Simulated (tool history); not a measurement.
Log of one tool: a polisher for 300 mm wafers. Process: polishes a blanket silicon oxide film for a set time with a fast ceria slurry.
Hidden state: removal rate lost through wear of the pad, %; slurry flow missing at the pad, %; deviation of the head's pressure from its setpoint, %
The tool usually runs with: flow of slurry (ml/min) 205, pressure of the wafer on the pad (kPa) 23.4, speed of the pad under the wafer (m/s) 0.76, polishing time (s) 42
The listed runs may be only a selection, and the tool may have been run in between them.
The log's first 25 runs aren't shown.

run	hour	flow of slurry (ml/min)	pressure of the wafer on the pad (kPa)	speed of the pad under the wafer (m/s)	polishing time (s)	wafers since the last listed run	wafers polished on this pad	hours since the slurry nozzle was cleaned	hours since the head pressure was calibrated	incoming thickness of the incoming film, nm	film removed (nm)
26	751.3	275	20.7	0.98	50	198	516	93.6	50.8	1956.7	892.8
27	785.4	205	23.4	0.76	42	239	755	127.7	84.9	1938.6	660.9
28	797.7	185	15.9	0.68	47	86	841	140.0	97.2	1921.5	567.0
29	827.3	140	21.4	0.64	42	207	1049	169.6	126.8	1953.5	531.7
30	913.4	255	23.4	0.76	29	604	1654	255.7	212.9	1976.8	445.7
31	980.0	205	23.4	0.60	42	467	2121	322.3	279.5	1943.2	550.9
# hour 987.7: head pressure recalibrated
32	992.8	205	15.2	0.96	30	75	2197	335.1	5.1	1952.0	435.0
# hour 1004.4: worn pad replaced by a new one
33	1020.1	150	27.6	0.58	42	163	110	362.4	32.4	1963.6	581.9
34	1050.6	205	23.4	0.76	36	214	324	392.9	62.9	1950.5	561.8
35	1071.5	240	23.4	0.76	42	146	471	413.8	83.8	1931.6	664.9
36	1090.2	155	27.6	0.68	28	131	602	432.5	102.5	1941.3	433.2

Below are 5 alternative next runs, each starting from the tool's condition after run 36. Predict each:
A	1090.6	205	23.4	0.76	46	2	605	432.9	102.9	1944.5	?
B	1090.6	165	20.0	0.90	31	2	605	432.9	102.9	1944.5	?
C	1090.6	160	28.3	0.52	35	2	605	432.9	102.9	1944.5	?
D	1090.6	260	23.4	0.76	42	2	605	432.9	102.9	1944.5	?
E	1090.6	205	26.9	0.76	50	2	605	432.9	102.9	1944.5	?

run	film removed (nm)
A	704.6
B	477.2
C	466.5
D	658.2
E	826.0
Without the tool's unlogged condition, the same runs would have read:
run	film removed (nm)
A	733.9
B	499.5
C	488.7
D	682.0
E	860.3
